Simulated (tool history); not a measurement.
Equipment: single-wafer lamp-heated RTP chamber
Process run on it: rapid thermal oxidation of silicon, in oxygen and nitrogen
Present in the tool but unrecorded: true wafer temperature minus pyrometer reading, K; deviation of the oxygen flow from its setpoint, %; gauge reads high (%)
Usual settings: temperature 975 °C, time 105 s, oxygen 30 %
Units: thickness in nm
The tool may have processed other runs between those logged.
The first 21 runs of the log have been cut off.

run	hour	temperature	time	oxygen	wafers since the last listed run	wafers since the last pyrometer calibration	hours since the oxygen flow controller was replaced	hours since the gauge calibration	read-back reference wafer on the same gauge, thickness	thickness
22	303.4	975	105	30	120	1616	124.2	138.9	4.162	4.343
23	320.9	975	105	30	158	1774	141.7	156.4	4.158	4.36
24	374.3	975	105	30	482	2257	195.1	209.8	4.162	4.366
25	380.6	963	105	30	56	2314	201.4	216.1	4.163	4.038
26	395.6	987	105	30	135	2449	216.4	231.1	4.164	4.759
27	412.9	949	151	55	156	2606	233.7	248.4	4.163	5.141
28	428.4	975	67	55	140	2746	249.2	263.9	4.159	4.423
29	436.2	947	105	17	70	2816	257	271.7	4.16	3.209
30	454	975	123	17	160	2977	274.8	289.5	4.162	3.962
31	466.9	975	105	30	116	3094	287.7	302.4	4.161	4.374
32	477.7	975	119	17	97	3191	298.5	313.2	4.159	3.93
33	485.9	975	64	30	74	3265	306.7	321.4	4.158	3.655
34	493.4	975	88	17	67	3333	314.2	328.9	4.156	3.51
35	546.7	948	126	30	481	3815	367.5	382.2	4.157	3.971
36	555.6	975	155	45	80	3895	376.4	391.1	4.163	5.962
37	565.2	1004	105	17	86	3982	386	400.7	4.159	4.514

Alternative continuations, all from the tool just after run 37; predict every row:
A	565.6	975	105	54	3	3985	386.4	401.1	?	?
B	565.6	966	84	50	3	3985	386.4	401.1	?	?
C	565.6	975	105	40	3	3985	386.4	401.1	?	?
D	565.6	991	147	17	3	3985	386.4	401.1	?	?
E	565.6	956	150	58	3	3985	386.4	401.1	?	?

run	read-back reference wafer on the same gauge, thickness	thickness
A	4.161	5.372
B	4.161	4.471
C	4.161	4.866
D	4.161	4.757
E	4.161	5.586
Without the tool's hidden state the same runs would have given:
run	thickness
A	5.218
B	4.349
C	4.731
D	4.633
E	5.421
